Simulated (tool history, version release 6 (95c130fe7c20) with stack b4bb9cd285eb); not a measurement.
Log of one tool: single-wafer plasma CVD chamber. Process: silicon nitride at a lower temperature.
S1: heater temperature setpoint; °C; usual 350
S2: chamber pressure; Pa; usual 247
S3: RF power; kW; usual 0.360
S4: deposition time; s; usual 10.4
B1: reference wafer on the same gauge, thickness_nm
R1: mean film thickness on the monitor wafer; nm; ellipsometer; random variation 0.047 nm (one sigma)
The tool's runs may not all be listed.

run,day,S1,S2,S3,S4,B1,R1
1,0.000,350,247,0.315,11.9,13.996,14.396
2,2.229,350,247,0.360,10.4,13.998,13.106
3,3.975,350,276,0.360,10.4,13.983,13.697
4,6.004,350,276,0.360,10.4,14.017,13.625
5,8.300,350,247,0.360,10.4,14.008,13.105
# day 15.362: thermocouple changed; heater temperature recalibrated
6,15.779,350,247,0.360,10.4,13.995,12.987
# day 17.654: RF generator calibrated
7,18.625,350,247,0.360,10.4,13.977,13.257
8,20.792,350,247,0.360,10.9,13.979,13.818
9,23.483,350,247,0.360,10.9,14.009,13.876
10,24.525,350,247,0.360,10.4,14.003,13.107
11,26.996,350,247,0.360,10.4,14.015,13.143
12,29.529,350,247,0.360,10.4,13.994,13.137
13,30.562,350,247,0.335,9.8,14.001,12.065
14,32.392,350,247,0.360,10.4,14.003,13.144
15,33.729,343,247,0.380,11.4,14.006,14.624
16,35.346,350,247,0.360,10.4,14.014,13.021
# day 37.542: capacitance manometer re-zeroed and calibrated
17,38.238,350,299,0.295,10.4,13.996,13.602

Forecast run 18:
18,40.221,355,211,0.340,9.4,?,?

{"run 18": {"B1": 14.004, "R1": 11.354}}
Without the tool's hidden state the same run would have given R1 11.499 nm.
